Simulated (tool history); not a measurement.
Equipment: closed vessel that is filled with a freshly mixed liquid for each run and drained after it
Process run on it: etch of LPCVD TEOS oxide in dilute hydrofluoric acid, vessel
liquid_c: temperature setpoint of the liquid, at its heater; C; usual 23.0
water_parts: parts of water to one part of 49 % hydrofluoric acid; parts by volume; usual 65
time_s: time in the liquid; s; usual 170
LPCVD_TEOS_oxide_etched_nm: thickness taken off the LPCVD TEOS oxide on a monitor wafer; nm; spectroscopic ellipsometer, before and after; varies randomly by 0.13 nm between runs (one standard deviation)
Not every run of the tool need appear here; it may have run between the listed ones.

run	hour	liquid_c	water_parts	time_s	wafers since the last listed run	hours since the thermometer was replaced	hours since the hydrofluoric acid flow meter was replaced	hours since the gauge calibration	read-back film thickness of the LPCVD TEOS oxide reference wafer, read on the same gauge (nm)	LPCVD_TEOS_oxide_etched_nm
1	0.0	23.0	45	170	0	1612.3	1536.5	232.8	120.00	67.05
2	10.7	23.0	45	170	701	1623.0	1547.2	243.5	120.01	66.73
3	20.9	23.0	45	170	668	1633.2	1557.4	253.7	119.98	67.51
4	28.2	19.5	65	100	478	1640.5	1564.7	261.0	119.98	23.05
5	43.7	19.5	65	100	1016	1656.0	1580.2	276.5	120.02	23.11
6	59.6	19.5	65	100	1042	1671.9	1596.1	292.4	120.00	23.33
7	70.9	20.0	65	170	741	1683.2	1607.4	303.7	120.02	40.23
8	86.2	20.0	65	170	1003	1698.5	1622.7	319.0	120.01	40.42
9	92.3	20.0	65	170	400	1704.6	1628.8	325.1	119.99	40.41
# hour 92.5: gauge calibrated
10	104.3	23.0	65	170	786	1716.6	1640.8	11.8	120.02	45.40
# hour 105.5: thermometer replaced
11	112.1	23.0	45	170	445	6.6	1648.6	19.6	120.02	60.01
12	128.1	20.5	95	135	1049	22.6	1664.6	35.6	120.02	19.24
13	143.1	23.0	40	75	983	37.6	1679.6	50.6	120.03	30.17
# hour 152.7: hydrofluoric acid flow meter replaced
14	154.3	27.0	90	270	668	48.8	1.6	61.8	119.99	53.08
15	172.2	23.0	40	80	1173	66.7	19.5	79.7	120.02	32.37
16	185.8	25.5	80	195	891	80.3	33.1	93.3	119.99	40.99
17	202.2	23.0	95	170	1075	96.7	49.5	109.7	120.02	26.96
18	216.0	20.0	35	170	904	110.5	63.3	123.5	119.99	70.01
19	229.6	23.0	65	170	891	124.1	76.9	137.1	119.97	40.67
20	247.4	19.0	35	115	1167	141.9	94.7	154.9	120.03	45.10
21	260.6	19.0	65	170	865	155.1	107.9	168.1	120.00	35.03

A few steps of LPCVD_TEOS_oxide_etched_nm between consecutive runs. Split each: what settings, incoming material and random variation would produce without the hidden state, and what is left over for the hidden state, along with gauge scatter present in only one of the two compared results (measured, and without hidden state):
Hidden conditions of the tool in this case: liquid hotter than its thermometer reads (K); hydrofluoric acid flow below the setpoint (%); gauge reads high (%).
Run 3 -> 4: liquid_c 23.0 -> 19.5, water_parts 45 -> 65, time_s 170 -> 100. LPCVD_TEOS_oxide_etched_nm -44.46 nm: hidden state -4.76, all else -39.70.
Run 10 -> 11: water_parts 65 -> 45, thermometer replaced. LPCVD_TEOS_oxide_etched_nm +14.61 nm: hidden state -4.80, all else +19.41.
Run 17 -> 18: liquid_c 23.0 -> 20.0, water_parts 95 -> 35. LPCVD_TEOS_oxide_etched_nm +43.05 nm: hidden state +0.52, all else +42.53.
